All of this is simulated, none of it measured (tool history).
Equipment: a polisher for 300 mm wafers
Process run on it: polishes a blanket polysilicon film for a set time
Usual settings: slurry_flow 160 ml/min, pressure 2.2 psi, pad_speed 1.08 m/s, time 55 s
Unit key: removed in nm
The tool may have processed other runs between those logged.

run,hour,slurry_flow,pressure,pad_speed,time,"incoming thickness of the incoming film, nm",removed
1,0,140,2.2,1.38,55,1867.1,402
# hour 5.4: slurry nozzle cleaned
2,37.1,160,2.2,1.08,55,1844.4,320.8
3,73.8,160,2.2,1.08,55,1817.3,309
4,140.4,160,2.2,1.08,55,1876.8,313.3
# hour 150.1: worn pad replaced by a new one
5,197.8,160,2.2,1.08,55,1845.4,306.2
6,267.9,160,2.2,1.08,55,1811.8,315.9
7,302.7,160,2.2,1.08,55,1867.6,309.2
# hour 320.4: worn pad replaced by a new one
8,343.2,160,2.2,1.08,55,1854.5,306
# hour 402.1: slurry nozzle cleaned
9,409.9,160,2.2,1.4,68,1846.1,495.6
10,436.5,125,2.7,1.08,43,1853.2,276.3
# hour 462.8: worn pad replaced by a new one
11,485.8,160,2.2,1.08,63,1834.2,355.7
12,511.2,160,2.2,1.08,55,1837.3,307.2
# hour 572.4: head pressure recalibrated
# hour 606.2: worn pad replaced by a new one
13,667.2,160,2.2,1.08,41,1866.7,236.5
14,736,160,1.5,1.08,55,1847.2,231.1
# hour 762.1: worn pad replaced by a new one
# hour 762.3: slurry nozzle cleaned
15,773,160,2,0.86,55,1855.9,228.4

What the log doesn't show, run by run:
removal rate lost through wear of the pad, %: 0 at every run
slurry flow missing at the pad, %: 0 at every run
deviation of the head's pressure from its setpoint, %: 0 at every run

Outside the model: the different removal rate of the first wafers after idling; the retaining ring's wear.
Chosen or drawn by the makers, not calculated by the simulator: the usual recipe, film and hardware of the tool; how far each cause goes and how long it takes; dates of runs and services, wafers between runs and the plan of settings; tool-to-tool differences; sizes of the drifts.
